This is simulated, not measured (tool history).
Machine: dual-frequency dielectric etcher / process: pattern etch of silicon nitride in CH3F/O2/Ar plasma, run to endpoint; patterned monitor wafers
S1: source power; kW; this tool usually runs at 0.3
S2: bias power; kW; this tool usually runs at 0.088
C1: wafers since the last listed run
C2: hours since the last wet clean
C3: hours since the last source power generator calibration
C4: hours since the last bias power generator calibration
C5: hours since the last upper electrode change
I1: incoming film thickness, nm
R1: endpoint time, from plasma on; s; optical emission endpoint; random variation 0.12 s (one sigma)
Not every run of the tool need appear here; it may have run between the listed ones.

run 1 hour=0 | S1=0.3 S2=0.088 | C1=0 C2=468.4 C3=4335.2 C4=1714.1 C5=1826 | I1=18.64 | R1=26.1
run 2 hour=6 | S1=0.3 S2=0.076 | C1=75 C2=474.4 C3=4341.2 C4=1720.1 C5=1832 | I1=18.57 | R1=28.1
run 3 hour=18.9 | S1=0.3 S2=0.088 | C1=162 C2=487.3 C3=4354.1 C4=1733 C5=1844.9 | I1=18.49 | R1=26
run 4 hour=29.7 | S1=0.3 S2=0.088 | C1=136 C2=498.1 C3=4364.9 C4=1743.8 C5=1855.7 | I1=18.55 | R1=26
run 5 hour=35.9 | S1=0.3 S2=0.088 | C1=78 C2=504.3 C3=4371.1 C4=1750 C5=1861.9 | I1=18.62 | R1=26.3
run 6 hour=45.6 | S1=0.3 S2=0.088 | C1=122 C2=514 C3=4380.8 C4=1759.7 C5=1871.6 | I1=18.52 | R1=25.9
run 7 hour=52.4 | S1=0.3 S2=0.082 | C1=85 C2=520.8 C3=4387.6 C4=1766.5 C5=1878.4 | I1=18.43 | R1=26.7
run 8 hour=60.1 | S1=0.3 S2=0.082 | C1=97 C2=528.5 C3=4395.3 C4=1774.2 C5=1886.1 | I1=18.79 | R1=27.2
-- hour=75.4 source power generator calibrated
run 9 hour=77.1 | S1=0.3 S2=0.093 | C1=164 C2=545.5 C3=1.7 C4=1791.2 C5=1903.1 | I1=18.74 | R1=25.5
run 10 hour=90.5 | S1=0.3 S2=0.093 | C1=169 C2=558.9 C3=15.1 C4=1804.6 C5=1916.5 | I1=18.42 | R1=24.9
run 11 hour=107.7 | S1=0.25 S2=0.07 | C1=217 C2=576.1 C3=32.3 C4=1821.8 C5=1933.7 | I1=18.56 | R1=30.9
run 12 hour=116.6 | S1=0.22 S2=0.105 | C1=112 C2=585 C3=41.2 C4=1830.7 C5=1942.6 | I1=18.54 | R1=26.2

Run 13, settings as shown, results not yet in. Your forecast:
run 13 hour=133.7 | S1=0.3 S2=0.079 | C1=215 C2=602.1 C3=58.3 C4=1847.8 C5=1959.7 | I1=18.18 | R1=?

Run 13 measured R1 26.8 s.
Had the tool carried no hidden state, the very same run would have given R1 28.2 s.

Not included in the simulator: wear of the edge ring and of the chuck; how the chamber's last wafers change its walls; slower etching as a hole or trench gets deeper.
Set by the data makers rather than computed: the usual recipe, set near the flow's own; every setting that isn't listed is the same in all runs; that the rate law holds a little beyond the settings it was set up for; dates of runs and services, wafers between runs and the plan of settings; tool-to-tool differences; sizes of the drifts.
